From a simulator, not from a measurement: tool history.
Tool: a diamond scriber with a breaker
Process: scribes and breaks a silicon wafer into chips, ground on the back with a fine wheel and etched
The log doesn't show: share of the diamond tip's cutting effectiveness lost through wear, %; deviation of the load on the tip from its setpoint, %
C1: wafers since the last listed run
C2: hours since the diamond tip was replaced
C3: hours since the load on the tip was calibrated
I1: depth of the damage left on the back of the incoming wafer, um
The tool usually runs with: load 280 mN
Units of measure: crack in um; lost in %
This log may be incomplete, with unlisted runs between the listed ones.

{"run": 1, "hour": 0.0, "load": 340, "C1": 0, "C2": 74.3, "C3": 281.6, "I1": 0.75, "crack": 11.08, "lost": 2.41}
{"run": 2, "hour": 100.7, "load": 280, "C1": 241, "C2": 175.0, "C3": 382.3, "I1": 0.46, "crack": 9.44, "lost": 1.74}
{"hour": 191.2, "done": "load on the tip recalibrated"}
{"run": 3, "hour": 235.9, "load": 235, "C1": 320, "C2": 310.2, "C3": 44.7, "I1": 0.74, "crack": 8.31, "lost": 4.95}
{"run": 4, "hour": 343.3, "load": 235, "C1": 258, "C2": 417.6, "C3": 152.1, "I1": 0.74, "crack": 8.21, "lost": 5.66}
{"run": 5, "hour": 387.1, "load": 235, "C1": 105, "C2": 461.4, "C3": 195.9, "I1": 0.47, "crack": 8.18, "lost": 5.82}
{"run": 6, "hour": 443.5, "load": 280, "C1": 135, "C2": 517.8, "C3": 252.3, "I1": 0.46, "crack": 9.15, "lost": 2.76}
{"run": 7, "hour": 500.5, "load": 280, "C1": 136, "C2": 574.8, "C3": 309.3, "I1": 0.46, "crack": 9.03, "lost": 3.02}
{"run": 8, "hour": 559.6, "load": 280, "C1": 142, "C2": 633.9, "C3": 368.4, "I1": 0.32, "crack": 8.76, "lost": 3.44}

Run 9 comes next. What will it give?
{"hour": 579.3, "done": "diamond tip replaced by a new one"}
{"run": 9, "hour": 627.3, "load": 227, "C1": 157, "C2": 48.0, "C3": 436.1, "I1": 0.66, "crack": "?", "lost": "?"}

{"run 9": {"crack": 8.16, "lost": 5.59}}
Without the tool's hidden state the same run would have given crack 8.49 um, lost 4.18 %.
